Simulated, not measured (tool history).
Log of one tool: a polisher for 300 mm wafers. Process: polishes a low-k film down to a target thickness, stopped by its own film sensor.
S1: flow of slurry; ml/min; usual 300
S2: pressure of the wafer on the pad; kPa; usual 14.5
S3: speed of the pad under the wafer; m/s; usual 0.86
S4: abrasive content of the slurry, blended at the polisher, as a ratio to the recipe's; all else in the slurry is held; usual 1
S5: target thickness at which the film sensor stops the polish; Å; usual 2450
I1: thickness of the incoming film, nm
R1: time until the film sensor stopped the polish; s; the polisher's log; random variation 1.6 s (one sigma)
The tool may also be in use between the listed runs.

run,day,S1,S2,S3,S4,S5,I1,R1
1,0,300,14.5,0.86,1,2450,291.4,143.2
# day 0.167: slurry blender recalibrated
2,0.662,300,14.5,0.86,1,2360,285.1,152.6
3,1.742,350,14.5,0.96,1,2450,286.6,120.7
4,2.979,300,17.2,0.86,1,2450,286.4,117
# day 4.108: conditioning disc replaced and pad reconditioned
5,4.471,300,14.5,0.94,1.15,2450,295.9,125.7
# day 5.796: worn pad replaced by a new one
6,5.817,300,14.5,0.86,1,2450,289.4,129
7,6.571,240,17.9,0.86,1,2450,284.5,96.2
8,7.646,300,14.5,0.86,1,2450,288.9,125.4
9,8.312,300,14.5,0.86,1,2450,285.3,116.5
10,9.404,300,14.5,0.86,1,2450,290.1,129.8
11,10.704,300,11,0.86,1.15,2450,293.6,170.3
# day 11.429: slurry blender recalibrated
12,11.612,335,14.5,0.64,0.9,2560,286.7,117.2
13,12.242,215,14.5,0.86,1.2,2450,290.6,133.7
14,13.512,300,14.5,0.72,1,2450,292.4,164.1
15,14.633,250,14.5,0.86,1.3,2450,289.4,124.3
# day 14.758: conditioning disc replaced and pad reconditioned
# day 15.267: slurry nozzle cleaned
16,15.992,300,17.9,0.68,0.7,2590,292.5,113.1
# day 16.554: head pressure recalibrated
17,17.146,300,11,0.86,1,2560,290.7,123.9
# day 17.488: worn pad replaced by a new one
18,18.162,300,11.7,0.86,1,2450,294.3,168.6
19,20.512,205,14.5,0.7,1.15,2450,289.7,150.5
20,21.671,350,19.3,0.86,0.75,2320,287.2,148.5
21,22.196,300,14.5,0.56,1.1,2450,289,176.3
22,22.875,300,14.5,1.04,0.9,2450,286.4,113.2
23,23.879,230,14.5,0.86,1,2450,291,145.8
# day 24.762: slurry blender recalibrated
# day 25.429: conditioning disc replaced and pad reconditioned
24,27.296,300,17.9,0.76,1.3,2340,292.5,142.8
25,28.283,300,14.5,0.86,1,2450,286.7,118.7
# day 28.783: worn pad replaced by a new one
26,29.279,300,14.5,0.86,1,2450,295.1,148.9

Forecast each of these 3 alternatives for the next run:
A,29.3,300,14.5,0.86,1,2450,285.3,?
B,29.3,300,14.5,0.86,0.75,2450,285.3,?
C,29.3,360,14.5,0.64,1,2330,285.3,?

run,R1
A,118.6
B,133.4
C,190.2
Without the tool's hidden state the same runs would have given:
run,R1
A,112
B,125.9
C,181.8

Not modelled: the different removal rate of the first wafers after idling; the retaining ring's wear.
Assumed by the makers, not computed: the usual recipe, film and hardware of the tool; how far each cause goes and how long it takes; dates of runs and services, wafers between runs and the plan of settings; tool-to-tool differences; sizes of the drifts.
